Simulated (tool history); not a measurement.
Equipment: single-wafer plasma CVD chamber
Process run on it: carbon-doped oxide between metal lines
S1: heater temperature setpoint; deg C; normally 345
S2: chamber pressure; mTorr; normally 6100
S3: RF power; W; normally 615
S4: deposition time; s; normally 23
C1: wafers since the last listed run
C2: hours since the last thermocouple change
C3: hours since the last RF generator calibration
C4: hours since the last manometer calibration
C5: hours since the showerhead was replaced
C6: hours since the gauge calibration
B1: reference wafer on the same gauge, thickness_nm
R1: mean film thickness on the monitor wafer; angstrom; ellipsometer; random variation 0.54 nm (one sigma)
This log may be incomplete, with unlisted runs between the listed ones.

run	hour	S1	S2	S3	S4	C1	C2	C3	C4	C5	C6	B1	R1
1	0	345	6100	615	23	0	260.5	913.2	615.1	3698.5	519.4	140.704	1494.54
2	66.9	345	6100	615	24.6	764	327.4	980.1	682	3765.4	586.3	141.043	1618.9
3	96.3	352	5040	615	23	335	356.8	1009.5	711.4	3794.8	615.7	141.059	1449.81
4	167.7	352	5040	615	23	815	428.2	1080.9	782.8	3866.2	687.1	141.115	1442.13
5	220.1	345	5050	615	21.1	598	480.6	1133.3	835.2	3918.6	739.5	141.045	1350.17
# hour 255.3: RF generator calibrated
6	414.3	345	5050	615	21.1	2127	674.8	159	1029.4	4112.8	933.7	140.893	1355.52
7	455.5	345	5050	615	21.1	470	716	200.2	1070.6	4154	974.9	140.936	1351.57
8	484	345	6100	615	23	325	744.5	228.7	1099.1	4182.5	1003.4	141.034	1496.27
# hour 506.5: gauge calibrated
9	530.1	345	6100	615	23	526	790.6	274.8	1145.2	4228.6	23.6	141.055	1491.78
# hour 596.8: showerhead replaced
# hour 626.7: thermocouple changed; heater temperature recalibrated
10	714.9	345	6100	615	23	1928	88.2	459.6	1330	118.1	208.4	140.954	1502.47
11	780.7	345	6100	675	23	751	154	525.4	1395.8	183.9	274.2	141.085	1610.06
12	812.3	345	6100	675	23	361	185.6	557	1427.4	215.5	305.8	141.095	1607.55
13	1027.8	345	6100	675	23	2462	401.1	772.5	1642.9	431	521.3	140.828	1615.57
14	1063.1	330	6100	540	23	403	436.4	807.8	1678.2	466.3	556.6	141.119	1418.05
15	1124.6	345	6100	615	23	702	497.9	869.3	1739.7	527.8	618.1	141.014	1509.97
16	1153.9	345	6100	615	19	334	527.2	898.6	1769	557.1	647.4	141.065	1242.17
# hour 1211.6: capacitance manometer re-zeroed and calibrated
17	1214.6	345	5290	615	23	602	587.9	959.3	3	617.8	708.1	141.32	1478.22
18	1258.4	339	5480	550	23	500	631.7	1003.1	46.8	661.6	751.9	141.213	1380.68
# hour 1276.6: RF generator calibrated
19	1306.2	349	5690	530	24.8	454	679.5	29.6	94.6	709.4	799.7	140.886	1413.36
20	1360.3	345	5670	615	23	618	733.6	83.7	148.7	763.5	853.8	140.891	1493.31
21	1396.6	345	6890	715	24.2	414	769.9	120	185	799.8	890.1	141.046	1785.18
# hour 1438: gauge calibrated
22	1449.9	355	6680	500	27.3	608	823.2	173.3	238.3	853.1	11.9	140.998	1484.46
23	1480.6	345	6100	530	26.3	350	853.9	204	269	883.8	42.6	141.041	1531.67
24	1543.4	345	6100	615	24.6	717	916.7	266.8	331.8	946.6	105.4	141.014	1601.96
25	1577.4	345	6100	615	26.1	388	950.7	300.8	365.8	980.6	139.4	141.04	1705.35
# hour 1609: thermocouple changed; heater temperature recalibrated
26	1609.5	345	6100	710	23	275	0.5	332.9	397.9	1012.7	171.5	140.993	1655.12

3 options for the next run, each taken on its own from the tool as it stands now. Forecast them:
A	1609.9	332	6100	615	23	4	0.9	333.3	398.3	1013.1	171.9	?	?
B	1609.9	345	6100	565	21.4	4	0.9	333.3	398.3	1013.1	171.9	?	?
C	1609.9	360	4880	575	18.6	4	0.9	333.3	398.3	1013.1	171.9	?	?

run	B1	R1
A	140.935	1554.35
B	140.935	1308.05
C	140.935	1084.09
With no hidden state in the tool, these same runs would have given:
run	R1
A	1554.35
B	1308.05
C	1084.09
